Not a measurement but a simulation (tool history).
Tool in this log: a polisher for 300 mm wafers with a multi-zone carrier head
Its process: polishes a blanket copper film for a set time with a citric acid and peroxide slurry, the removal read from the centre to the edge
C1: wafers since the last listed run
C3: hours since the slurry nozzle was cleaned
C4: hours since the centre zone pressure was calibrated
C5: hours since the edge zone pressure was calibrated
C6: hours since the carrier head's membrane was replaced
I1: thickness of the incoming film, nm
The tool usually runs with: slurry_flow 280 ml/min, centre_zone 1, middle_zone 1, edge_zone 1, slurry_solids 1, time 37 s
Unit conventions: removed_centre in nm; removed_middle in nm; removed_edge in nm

run 1 hour=0 | slurry_flow=280 centre_zone=1 middle_zone=1 edge_zone=1 slurry_solids=0.8 time=37 | C1=0 wafers_polished_on_this_pad=1868 C3=222.4 C4=449.2 C5=252.5 C6=821.3 | I1=1226.1 | removed_centre=82 removed_middle=87.9 removed_edge=88.2
run 2 hour=46.8 | slurry_flow=280 centre_zone=1 middle_zone=1.06 edge_zone=1 slurry_solids=1 time=37 | C1=632 wafers_polished_on_this_pad=2500 C3=269.2 C4=496 C5=299.3 C6=868.1 | I1=1252.6 | removed_centre=81 removed_middle=92.4 removed_edge=89.8
-- hour=90.6 edge zone pressure recalibrated
-- hour=201.6 centre zone pressure recalibrated
run 3 hour=224.5 | slurry_flow=280 centre_zone=1 middle_zone=1 edge_zone=1 slurry_solids=1 time=37 | C1=2347 wafers_polished_on_this_pad=4848 C3=446.9 C4=22.9 C5=133.9 C6=1045.8 | I1=1237.4 | removed_centre=90.1 removed_middle=90.1 removed_edge=89.9
-- hour=264.3 worn pad replaced by a new one
run 4 hour=271.7 | slurry_flow=280 centre_zone=1 middle_zone=1 edge_zone=1 slurry_solids=1 time=37 | C1=583 wafers_polished_on_this_pad=99 C3=494.1 C4=70.1 C5=181.1 C6=1093 | I1=1220.9 | removed_centre=86.8 removed_middle=90.3 removed_edge=89.6
-- hour=439.5 edge zone pressure recalibrated
run 5 hour=447.7 | slurry_flow=280 centre_zone=1 middle_zone=1 edge_zone=1 slurry_solids=1 time=37 | C1=2351 wafers_polished_on_this_pad=2450 C3=670.1 C4=246.1 C5=8.2 C6=1269 | I1=1232.3 | removed_centre=85.2 removed_middle=89.4 removed_edge=90.3
run 6 hour=482.9 | slurry_flow=320 centre_zone=1 middle_zone=1 edge_zone=1 slurry_solids=1 time=25 | C1=475 wafers_polished_on_this_pad=2926 C3=705.3 C4=281.3 C5=43.4 C6=1304.2 | I1=1237.9 | removed_centre=58.9 removed_middle=61.1 removed_edge=60
run 7 hour=550.2 | slurry_flow=315 centre_zone=1 middle_zone=0.92 edge_zone=1 slurry_solids=1.3 time=30 | C1=909 wafers_polished_on_this_pad=3835 C3=772.6 C4=348.6 C5=110.7 C6=1371.5 | I1=1237.3 | removed_centre=71.4 removed_middle=73.6 removed_edge=77.3
-- hour=572.6 worn pad replaced by a new one
run 8 hour=588.6 | slurry_flow=280 centre_zone=1 middle_zone=1 edge_zone=1 slurry_solids=1 time=37 | C1=464 wafers_polished_on_this_pad=215 C3=811 C4=387 C5=149.1 C6=1409.9 | I1=1241.8 | removed_centre=82.6 removed_middle=90.2 removed_edge=89.9
run 9 hour=633.5 | slurry_flow=320 centre_zone=1 middle_zone=1 edge_zone=1 slurry_solids=1 time=25 | C1=606 wafers_polished_on_this_pad=822 C3=855.9 C4=431.9 C5=194 C6=1454.8 | I1=1258.1 | removed_centre=57.5 removed_middle=62.1 removed_edge=61.9
run 10 hour=698.8 | slurry_flow=280 centre_zone=1.06 middle_zone=1.11 edge_zone=1 slurry_solids=1 time=37 | C1=882 wafers_polished_on_this_pad=1704 C3=921.2 C4=497.2 C5=259.3 C6=1520.1 | I1=1248.2 | removed_centre=88 removed_middle=98 removed_edge=89
-- hour=706.7 slurry nozzle cleaned
-- hour=739.6 edge zone pressure recalibrated
run 11 hour=744.8 | slurry_flow=280 centre_zone=1 middle_zone=1 edge_zone=1 slurry_solids=1 time=37 | C1=581 wafers_polished_on_this_pad=2285 C3=38.1 C4=543.2 C5=5.2 C6=1566.1 | I1=1253.5 | removed_centre=82.7 removed_middle=90.8 removed_edge=89.8
-- hour=773.9 centre zone pressure recalibrated
-- hour=814.7 carrier head's membrane replaced by a new one
run 12 hour=841.1 | slurry_flow=280 centre_zone=1 middle_zone=1 edge_zone=1 slurry_solids=1 time=37 | C1=1206 wafers_polished_on_this_pad=3492 C3=134.4 C4=67.2 C5=101.5 C6=26.4 | I1=1235.7 | removed_centre=86 removed_middle=90.4 removed_edge=89.8
run 13 hour=892.6 | slurry_flow=380 centre_zone=1 middle_zone=1 edge_zone=1.04 slurry_solids=1 time=50 | C1=695 wafers_polished_on_this_pad=4188 C3=185.9 C4=118.7 C5=153 C6=77.9 | I1=1246.2 | removed_centre=122.1 removed_middle=125.8 removed_edge=126.7
run 14 hour=940.3 | slurry_flow=280 centre_zone=1 middle_zone=1 edge_zone=1 slurry_solids=1 time=37 | C1=644 wafers_polished_on_this_pad=4833 C3=233.6 C4=166.4 C5=200.7 C6=125.6 | I1=1230.6 | removed_centre=86.8 removed_middle=92.9 removed_edge=91.3
-- hour=946.3 worn pad replaced by a new one
run 15 hour=967.6 | slurry_flow=190 centre_zone=1 middle_zone=1 edge_zone=1.06 slurry_solids=1 time=37 | C1=314 wafers_polished_on_this_pad=287 C3=260.9 C4=193.7 C5=228 C6=152.9 | I1=1232.7 | removed_centre=79.7 removed_middle=85.5 removed_edge=89.3
run 16 hour=1011.2 | slurry_flow=280 centre_zone=1 middle_zone=1 edge_zone=1 slurry_solids=1 time=37 | C1=589 wafers_polished_on_this_pad=876 C3=304.5 C4=237.3 C5=271.6 C6=196.5 | I1=1247 | removed_centre=82.4 removed_middle=89.4 removed_edge=89.9
run 17 hour=1036.1 | slurry_flow=280 centre_zone=0.92 middle_zone=1 edge_zone=1 slurry_solids=0.75 time=49 | C1=336 wafers_polished_on_this_pad=1212 C3=329.4 C4=262.2 C5=296.5 C6=221.4 | I1=1229.8 | removed_centre=101.8 removed_middle=118 removed_edge=116
run 18 hour=1079.4 | slurry_flow=205 centre_zone=1.1 middle_zone=1 edge_zone=1.04 slurry_solids=0.9 time=37 | C1=585 wafers_polished_on_this_pad=1798 C3=372.7 C4=305.5 C5=339.8 C6=264.7 | I1=1253.8 | removed_centre=86.7 removed_middle=85.1 removed_edge=88.4
run 19 hour=1131.7 | slurry_flow=280 centre_zone=0.9 middle_zone=1 edge_zone=0.91 slurry_solids=1 time=37 | C1=706 wafers_polished_on_this_pad=2504 C3=425 C4=357.8 C5=392.1 C6=317 | I1=1243.6 | removed_centre=76.8 removed_middle=92.8 removed_edge=85.2
-- hour=1141.3 edge zone pressure recalibrated
run 20 hour=1183.5 | slurry_flow=280 centre_zone=1 middle_zone=1 edge_zone=1 slurry_solids=1.2 time=37 | C1=672 wafers_polished_on_this_pad=3177 C3=476.8 C4=409.6 C5=42.2 C6=368.8 | I1=1232.6 | removed_centre=86.7 removed_middle=93.6 removed_edge=91.6

Below are 5 alternative next runs, each starting from the tool's condition after run 20. Predict each:
run A hour=1183.9 | slurry_flow=280 centre_zone=1 middle_zone=1 edge_zone=1 slurry_solids=1.15 time=37 | C1=5 wafers_polished_on_this_pad=3183 C3=477.2 C4=410 C5=42.6 C6=369.2 | I1=1241.7 | removed_centre=? removed_middle=? removed_edge=?
run B hour=1183.9 | slurry_flow=280 centre_zone=1 middle_zone=1 edge_zone=0.93 slurry_solids=1 time=37 | C1=5 wafers_polished_on_this_pad=3183 C3=477.2 C4=410 C5=42.6 C6=369.2 | I1=1241.7 | removed_centre=? removed_middle=? removed_edge=?
run C hour=1183.9 | slurry_flow=360 centre_zone=1 middle_zone=1.12 edge_zone=0.89 slurry_solids=1.1 time=37 | C1=5 wafers_polished_on_this_pad=3183 C3=477.2 C4=410 C5=42.6 C6=369.2 | I1=1241.7 | removed_centre=? removed_middle=? removed_edge=?
run D hour=1183.9 | slurry_flow=240 centre_zone=1 middle_zone=1 edge_zone=1 slurry_solids=1.25 time=37 | C1=5 wafers_polished_on_this_pad=3183 C3=477.2 C4=410 C5=42.6 C6=369.2 | I1=1241.7 | removed_centre=? removed_middle=? removed_edge=?
run E hour=1183.9 | slurry_flow=325 centre_zone=1 middle_zone=1 edge_zone=1 slurry_solids=1.25 time=37 | C1=5 wafers_polished_on_this_pad=3183 C3=477.2 C4=410 C5=42.6 C6=369.2 | I1=1241.7 | removed_centre=? removed_middle=? removed_edge=?

run=A removed_centre=83.9 removed_middle=92.6 removed_edge=91.2
run=B removed_centre=82.5 removed_middle=91.1 removed_edge=86.6
run=C removed_centre=85.8 removed_middle=104 removed_edge=87.3
run=D removed_centre=83 removed_middle=91.9 removed_edge=90.8
run=E removed_centre=86.3 removed_middle=95.1 removed_edge=93.3
The same runs, with their run-to-run variation unchanged, on a tool lacking any hidden condition would have given:
run=A removed_centre=89 removed_middle=92.6 removed_edge=91.2
run=B removed_centre=87.4 removed_middle=91 removed_edge=86.6
run=C removed_centre=91 removed_middle=104 removed_edge=87.3
run=D removed_centre=88 removed_middle=91.8 removed_edge=90.8
run=E removed_centre=91.5 removed_middle=95.1 removed_edge=93.3
